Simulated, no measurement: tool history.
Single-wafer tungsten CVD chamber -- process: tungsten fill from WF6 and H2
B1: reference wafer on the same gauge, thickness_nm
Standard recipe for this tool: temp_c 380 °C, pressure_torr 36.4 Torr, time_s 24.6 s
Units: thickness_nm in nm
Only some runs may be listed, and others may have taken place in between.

{"run": 1, "hour": 0.0, "temp_c": 380, "pressure_torr": 36.4, "time_s": 26.7, "B1": 63.675, "thickness_nm": 59.139}
{"run": 2, "hour": 63.4, "temp_c": 380, "pressure_torr": 36.4, "time_s": 26.7, "B1": 63.666, "thickness_nm": 59.546}
{"run": 3, "hour": 102.8, "temp_c": 380, "pressure_torr": 36.4, "time_s": 24.6, "B1": 63.469, "thickness_nm": 54.163}
{"run": 4, "hour": 188.1, "temp_c": 380, "pressure_torr": 36.4, "time_s": 24.6, "B1": 63.71, "thickness_nm": 54.233}
{"run": 5, "hour": 238.3, "temp_c": 380, "pressure_torr": 36.4, "time_s": 24.6, "B1": 63.448, "thickness_nm": 55.141}
{"run": 6, "hour": 279.0, "temp_c": 380, "pressure_torr": 39.3, "time_s": 24.6, "B1": 63.521, "thickness_nm": 58.073}
{"run": 7, "hour": 355.7, "temp_c": 380, "pressure_torr": 39.3, "time_s": 24.6, "B1": 63.502, "thickness_nm": 57.889}
{"run": 8, "hour": 405.5, "temp_c": 380, "pressure_torr": 39.3, "time_s": 24.6, "B1": 63.512, "thickness_nm": 58.024}
{"run": 9, "hour": 481.4, "temp_c": 380, "pressure_torr": 36.4, "time_s": 24.6, "B1": 63.654, "thickness_nm": 54.623}
{"run": 10, "hour": 584.4, "temp_c": 380, "pressure_torr": 33.7, "time_s": 24.6, "B1": 63.723, "thickness_nm": 52.162}
{"hour": 637.3, "done": "capacitance manometer re-zeroed and calibrated"}
{"hour": 656.4, "done": "gauge calibrated"}
{"hour": 702.2, "done": "showerhead replaced"}
{"run": 11, "hour": 755.6, "temp_c": 380, "pressure_torr": 33.7, "time_s": 24.6, "B1": 63.537, "thickness_nm": 55.501}
{"run": 12, "hour": 795.0, "temp_c": 380, "pressure_torr": 36.4, "time_s": 24.6, "B1": 63.647, "thickness_nm": 58.358}
{"run": 13, "hour": 874.2, "temp_c": 380, "pressure_torr": 36.4, "time_s": 24.6, "B1": 63.57, "thickness_nm": 58.296}
{"run": 14, "hour": 967.7, "temp_c": 380, "pressure_torr": 36.4, "time_s": 24.6, "B1": 63.55, "thickness_nm": 58.05}
{"run": 15, "hour": 1008.4, "temp_c": 380, "pressure_torr": 36.4, "time_s": 24.6, "B1": 63.645, "thickness_nm": 57.921}
{"hour": 1031.7, "done": "thermocouple changed; heater temperature recalibrated"}
{"run": 16, "hour": 1044.5, "temp_c": 380, "pressure_torr": 36.4, "time_s": 24.6, "B1": 63.588, "thickness_nm": 51.695}
{"run": 17, "hour": 1088.4, "temp_c": 376, "pressure_torr": 41.6, "time_s": 21.4, "B1": 63.632, "thickness_nm": 46.177}
{"run": 18, "hour": 1146.4, "temp_c": 365, "pressure_torr": 42.6, "time_s": 21.2, "B1": 63.384, "thickness_nm": 37.318}
{"run": 19, "hour": 1242.7, "temp_c": 389, "pressure_torr": 45.4, "time_s": 19.8, "B1": 63.518, "thickness_nm": 56.164}
{"run": 20, "hour": 1332.6, "temp_c": 380, "pressure_torr": 36.4, "time_s": 24.6, "B1": 63.482, "thickness_nm": 52.068}
{"run": 21, "hour": 1408.9, "temp_c": 369, "pressure_torr": 36.4, "time_s": 23.1, "B1": 63.595, "thickness_nm": 39.943}
{"run": 22, "hour": 1507.4, "temp_c": 368, "pressure_torr": 36.4, "time_s": 24.6, "B1": 63.679, "thickness_nm": 42.159}
{"run": 23, "hour": 1586.2, "temp_c": 395, "pressure_torr": 32.3, "time_s": 22.2, "B1": 63.826, "thickness_nm": 56.033}
{"run": 24, "hour": 1665.9, "temp_c": 394, "pressure_torr": 28.2, "time_s": 26.5, "B1": 63.735, "thickness_nm": 59.439}

Branching from run 24: 4 alternative next runs. What would each branch give?
{"run": "A", "hour": 1666.3, "temp_c": 380, "pressure_torr": 36.4, "time_s": 24.6, "B1": "?", "thickness_nm": "?"}
{"run": "B", "hour": 1666.3, "temp_c": 366, "pressure_torr": 36.4, "time_s": 24.6, "B1": "?", "thickness_nm": "?"}
{"run": "C", "hour": 1666.3, "temp_c": 390, "pressure_torr": 39.1, "time_s": 24.6, "B1": "?", "thickness_nm": "?"}
{"run": "D", "hour": 1666.3, "temp_c": 371, "pressure_torr": 29.8, "time_s": 22, "B1": "?", "thickness_nm": "?"}

run=A B1=63.672 thickness_nm=51.958
run=B B1=63.672 thickness_nm=40.269
run=C B1=63.672 thickness_nm=64.833
run=D B1=63.672 thickness_nm=34.228
Without the tool's unlogged condition, the same runs would have read:
run=A thickness_nm=53.403
run=B thickness_nm=41.305
run=C thickness_nm=66.665
run=D thickness_nm=35.175
